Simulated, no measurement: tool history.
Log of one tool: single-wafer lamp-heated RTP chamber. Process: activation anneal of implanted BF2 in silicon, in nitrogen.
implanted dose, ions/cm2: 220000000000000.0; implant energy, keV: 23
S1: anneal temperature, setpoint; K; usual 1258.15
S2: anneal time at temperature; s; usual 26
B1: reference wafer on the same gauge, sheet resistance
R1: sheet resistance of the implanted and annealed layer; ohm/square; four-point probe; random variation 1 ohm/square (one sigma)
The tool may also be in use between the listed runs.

run	hour	S1	S2	B1	R1
1	0	1266.15	26	484.04	431.82
2	71.6	1266.15	26	484.08	431.55
3	95.8	1266.15	26	484.02	431.15
4	129.9	1264.15	26	483.97	430.66
5	162.6	1264.15	26	483.99	432.27
# hour 172.2: pyrometer window cleaned and pyrometer calibrated
6	183.8	1264.15	26	483.98	430.91
7	198	1280.15	21	483.79	431.22
8	228.8	1280.15	21	483.88	430.83
9	258.2	1280.15	21	483.95	431.38
10	292.5	1258.15	26	484.01	433.28
11	323.4	1258.15	26	484.03	433.08
12	336.1	1258.15	26	484.1	430.72
# hour 337.7: gauge calibrated
# hour 361.9: reflector plate cleaned
13	371.1	1258.15	26	483.88	432.83
14	402.7	1258.15	26	483.91	432.84
15	421.2	1258.15	26	484.23	431.61
16	440.1	1258.15	26	484.03	430.09
17	476.1	1258.15	21	483.79	433.33
18	508.6	1258.15	13	483.92	437.15
19	521.4	1272.15	15	484.09	431.51
20	548.5	1258.15	26	484	431.81
21	569.3	1258.15	26	484.02	434.76
22	603.1	1258.15	26	483.99	432.64
# hour 623.5: pyrometer window cleaned and pyrometer calibrated
23	624	1258.15	26	484.03	432.34
24	645.8	1258.15	17	484.09	434.17
25	678.5	1278.15	34	483.79	428.95
26	693.9	1258.15	26	484.09	433.41
27	722.5	1270.15	18	484.06	432.53
28	747.9	1278.15	26	484.15	429.93
29	763.7	1241.15	26	483.92	442.92
30	793.7	1273.15	35	483.96	428.81
31	818.8	1238.15	37	484.09	442.09

5 ways to go on from here, each from the tool as it stands after run 31. What would each give?
A	819.2	1258.15	26	?	?
B	819.2	1258.15	15	?	?
C	819.2	1279.15	16	?	?
D	819.2	1232.15	12	?	?
E	819.2	1234.15	16	?	?

run	B1	R1
A	484.01	432.36
B	484.01	434.48
C	484.01	431.54
D	484.01	457.19
E	484.01	452.01
Without the tool's hidden state the same runs would have given:
run	R1
A	432.36
B	434.48
C	431.54
D	457.19
E	452.01

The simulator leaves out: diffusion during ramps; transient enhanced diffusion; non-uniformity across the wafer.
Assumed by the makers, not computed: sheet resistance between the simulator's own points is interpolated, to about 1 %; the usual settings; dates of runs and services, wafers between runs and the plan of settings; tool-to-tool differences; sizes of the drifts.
